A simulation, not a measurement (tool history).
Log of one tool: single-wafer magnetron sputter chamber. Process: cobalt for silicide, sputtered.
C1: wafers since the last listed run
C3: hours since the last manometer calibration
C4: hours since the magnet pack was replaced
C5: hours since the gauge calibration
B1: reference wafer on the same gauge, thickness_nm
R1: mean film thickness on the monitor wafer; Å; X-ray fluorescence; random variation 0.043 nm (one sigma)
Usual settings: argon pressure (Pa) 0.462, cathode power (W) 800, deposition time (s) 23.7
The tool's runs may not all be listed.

run 1 hour=0 | argon_pressure_(Pa)=0.462 cathode_power_(W)=750 deposition_time_(s)=23.7 | C1=0 wafers_on_the_sputter_target=3267 C3=1646.7 C4=5563.5 C5=374.2 | B1=9.685 | R1=85.63
run 2 hour=24.7 | argon_pressure_(Pa)=0.462 cathode_power_(W)=750 deposition_time_(s)=23.7 | C1=678 wafers_on_the_sputter_target=3946 C3=1671.4 C4=5588.2 C5=398.9 | B1=9.667 | R1=85.08
run 3 hour=55.8 | argon_pressure_(Pa)=0.462 cathode_power_(W)=800 deposition_time_(s)=23.7 | C1=854 wafers_on_the_sputter_target=4801 C3=1702.5 C4=5619.3 C5=430 | B1=9.684 | R1=91.19
run 4 hour=77.6 | argon_pressure_(Pa)=0.462 cathode_power_(W)=800 deposition_time_(s)=23.7 | C1=598 wafers_on_the_sputter_target=5400 C3=1724.3 C4=5641.1 C5=451.8 | B1=9.684 | R1=90.97
run 5 hour=92.2 | argon_pressure_(Pa)=0.462 cathode_power_(W)=800 deposition_time_(s)=23.7 | C1=401 wafers_on_the_sputter_target=5801 C3=1738.9 C4=5655.7 C5=466.4 | B1=9.694 | R1=90.96
run 6 hour=115.4 | argon_pressure_(Pa)=0.462 cathode_power_(W)=800 deposition_time_(s)=23.7 | C1=637 wafers_on_the_sputter_target=6438 C3=1762.1 C4=5678.9 C5=489.6 | B1=9.667 | R1=90.13
run 7 hour=128.2 | argon_pressure_(Pa)=0.462 cathode_power_(W)=800 deposition_time_(s)=23.7 | C1=351 wafers_on_the_sputter_target=6790 C3=1774.9 C4=5691.7 C5=502.4 | B1=9.682 | R1=90.65
-- hour=160.1 sputter target and shields replaced
run 8 hour=160.6 | argon_pressure_(Pa)=0.462 cathode_power_(W)=800 deposition_time_(s)=21.3 | C1=670 wafers_on_the_sputter_target=13 C3=1807.3 C4=5724.1 C5=534.8 | B1=9.687 | R1=82.69
run 9 hour=176.8 | argon_pressure_(Pa)=0.462 cathode_power_(W)=800 deposition_time_(s)=23.7 | C1=445 wafers_on_the_sputter_target=458 C3=1823.5 C4=5740.3 C5=551 | B1=9.691 | R1=91.22
run 10 hour=198.8 | argon_pressure_(Pa)=0.462 cathode_power_(W)=800 deposition_time_(s)=23.7 | C1=604 wafers_on_the_sputter_target=1063 C3=1845.5 C4=5762.3 C5=573 | B1=9.68 | R1=91.68
run 11 hour=232.2 | argon_pressure_(Pa)=0.462 cathode_power_(W)=800 deposition_time_(s)=23.7 | C1=917 wafers_on_the_sputter_target=1980 C3=1878.9 C4=5795.7 C5=606.4 | B1=9.686 | R1=91.92
-- hour=246.3 magnet pack replaced
run 12 hour=257.2 | argon_pressure_(Pa)=0.541 cathode_power_(W)=800 deposition_time_(s)=26.7 | C1=467 wafers_on_the_sputter_target=2447 C3=1903.9 C4=10.9 C5=631.4 | B1=9.688 | R1=99.25
-- hour=261.8 gauge calibrated
run 13 hour=292.1 | argon_pressure_(Pa)=0.462 cathode_power_(W)=800 deposition_time_(s)=23.7 | C1=958 wafers_on_the_sputter_target=3406 C3=1938.8 C4=45.8 C5=30.3 | B1=9.678 | R1=91.2
run 14 hour=319.1 | argon_pressure_(Pa)=0.338 cathode_power_(W)=900 deposition_time_(s)=20.4 | C1=741 wafers_on_the_sputter_target=4148 C3=1965.8 C4=72.8 C5=57.3 | B1=9.693 | R1=92.5

Expected results for the next run?
run 15 hour=346.2 | argon_pressure_(Pa)=0.383 cathode_power_(W)=750 deposition_time_(s)=22.1 | C1=744 wafers_on_the_sputter_target=4893 C3=1992.9 C4=99.9 C5=84.4 | B1=? | R1=?

Run 15 gave B1 9.684, R1 83.16 Å.
With the hidden condition absent and the run-to-run variation left alone, this run would have shown R1 84.44 Å.
